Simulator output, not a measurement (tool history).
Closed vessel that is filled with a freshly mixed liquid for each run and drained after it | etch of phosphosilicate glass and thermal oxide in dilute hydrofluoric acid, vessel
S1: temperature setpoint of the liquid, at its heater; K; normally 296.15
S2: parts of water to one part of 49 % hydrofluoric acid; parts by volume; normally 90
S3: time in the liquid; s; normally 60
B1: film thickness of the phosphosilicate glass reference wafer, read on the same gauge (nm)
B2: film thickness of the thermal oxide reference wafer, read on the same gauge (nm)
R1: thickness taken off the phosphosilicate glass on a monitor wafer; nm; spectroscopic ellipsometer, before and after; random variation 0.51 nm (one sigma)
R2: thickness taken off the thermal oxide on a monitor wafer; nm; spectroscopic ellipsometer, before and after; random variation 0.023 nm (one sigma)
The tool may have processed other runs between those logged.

run,hour,S1,S2,S3,B1,B2,R1,R2
1,0.0,296.15,90,60,109.99,130.009,118.65,3.408
2,24.4,293.15,90,60,110.02,129.988,105.34,3.080
3,62.0,296.15,55,60,110.01,130.036,203.78,5.864
4,106.3,296.15,55,60,109.94,129.990,202.47,5.908
5,157.8,296.15,55,60,109.97,130.002,202.98,5.920
6,223.2,296.15,90,60,110.04,130.033,120.24,3.426
7,276.7,296.15,90,60,110.03,130.002,119.32,3.448
8,313.8,296.15,90,60,109.96,129.973,118.91,3.437
9,375.2,299.65,65,60,109.99,130.023,197.96,5.677
10,426.4,296.15,90,60,109.97,130.001,120.36,3.504
11,596.2,300.65,125,35,110.05,129.996,58.47,1.657
12,651.9,296.15,55,60,110.00,129.991,206.42,5.994
13,708.8,299.15,120,90,109.99,130.012,139.56,4.016
14,743.5,296.15,90,95,110.00,129.971,181.23,5.279
15,792.2,301.15,50,90,110.04,129.979,395.64,11.532
16,862.3,298.15,90,60,109.93,129.986,123.83,3.589
17,918.2,299.65,60,30,109.99,129.981,102.40,2.935
18,987.2,296.15,135,60,110.04,129.972,72.34,2.118
19,1015.7,296.15,90,60,109.98,129.980,115.47,3.302
20,1064.9,296.15,65,40,109.97,130.011,109.48,3.207

Withheld: 3 entries from between the runs. Position of each, and hidden state at the listed run before versus the listed run after:
Logged between run 10 and run 11: thermometer replaced (hour 520.3)
  hydrofluoric acid flow above the setpoint (%): 5.53 -> 5.91
  what was measured, less what the result would be without the hidden state, R1: +6.97 -> +3.76 nm; R2: +0.203 -> +0.106 nm
Logged between run 12 and run 13: hydrofluoric acid flow meter replaced (hour 670.8)
  hydrofluoric acid flow above the setpoint (%): 6.04 -> 0.502
  what was measured, less what the result would be without the hidden state, R1: +12.53 -> +0.80 nm; R2: +0.364 -> +0.023 nm
Logged between run 14 and run 15: gauge calibrated (hour 775.2)
  hydrofluoric acid flow above the setpoint (%): 0.581 -> 0.691
  what was measured, less what the result would be without the hidden state, R1: +1.16 -> +2.88 nm; R2: +0.034 -> +0.084 nm
